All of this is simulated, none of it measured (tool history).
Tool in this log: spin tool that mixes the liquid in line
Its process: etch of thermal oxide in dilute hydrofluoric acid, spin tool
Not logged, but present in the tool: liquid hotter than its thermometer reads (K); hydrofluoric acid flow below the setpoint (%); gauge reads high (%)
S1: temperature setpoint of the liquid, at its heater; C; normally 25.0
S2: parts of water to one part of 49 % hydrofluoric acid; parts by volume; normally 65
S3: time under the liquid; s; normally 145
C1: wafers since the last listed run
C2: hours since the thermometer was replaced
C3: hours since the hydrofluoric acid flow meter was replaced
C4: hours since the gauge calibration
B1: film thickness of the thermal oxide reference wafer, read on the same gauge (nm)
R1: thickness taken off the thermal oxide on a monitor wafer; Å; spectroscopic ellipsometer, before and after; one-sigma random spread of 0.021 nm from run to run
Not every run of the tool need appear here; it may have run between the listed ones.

run   hour    S1  S2   S3   C1      C2     C3     C4     B1     R1
  1    0.0  25.0  45  145    0  2226.4  818.9  145.5  90.00  160.8
  2   15.5  25.0  45  145  168  2241.9  834.4  161.0  89.99  161.0
  3   32.4  25.0  65  145  183  2258.8  851.3  177.9  90.03  107.5
  4   41.3  25.0  65  145   96  2267.7  860.2  186.8  90.03  107.8
  5   56.2  25.0  65  145  161  2282.6  875.1  201.7  89.94  107.8
  6   72.6  27.5  65   80  177  2299.0  891.5  218.1  89.99   65.5
  7   89.5  27.5  65   80  183  2315.9  908.4  235.0  90.00   65.5
  8   96.3  25.0  65  145   73  2322.7  915.2  241.8  89.96  107.5
  9  106.3  25.0  65  145  108  2332.7  925.2  251.8  90.01  107.8
     115.9  -- thermometer replaced
 10  119.3  25.0  65  145  130     3.4  938.2  264.8  90.01   97.7
 11  133.3  29.0  90  115  151    17.4  952.2  278.8  89.99   62.9
     137.7  -- gauge calibrated
 12  147.0  29.5  85  190  148    31.1  965.9    9.3  89.97  112.9
 13  154.1  28.5  45  190   77    38.2  973.0   16.4  90.00  218.5
 14  166.8  21.0  55  120  137    50.9  985.7   29.1  89.98   82.1
     168.1  -- hydrofluoric acid flow meter replaced
 15  178.4  28.5  45  190  115    62.5   10.3   40.7  89.99  231.6
 16  184.9  25.0  65  145   70    69.0   16.8   47.2  90.01  103.6
 17  199.5  25.0  65  145  158    83.6   31.4   61.8  90.01  103.2
 18  208.2  28.5  35  205   94    92.3   40.1   70.5  89.99  326.7
 19  220.8  29.0  50  175  136   104.9   52.7   83.1  89.98  194.2
 20  236.4  25.0  65   80  169   120.5   68.3   98.7  90.01   57.0

Forecast each of these 3 alternatives for the next run:
  A  236.9  25.0  65  145   5  121.0  68.8  99.2   ?   ?
  B  236.9  27.0  85   70   5  121.0  68.8  99.2   ?   ?
  C  236.9  25.0  35  145   5  121.0  68.8  99.2   ?   ?

run     B1     R1
  A  89.96  103.3
  B  89.96   40.1
  C  89.96  200.1
The same runs, with their run-to-run variation unchanged, on a tool lacking any hidden condition would have given:
run     R1
  A  104.2
  B   40.5
  C  201.6
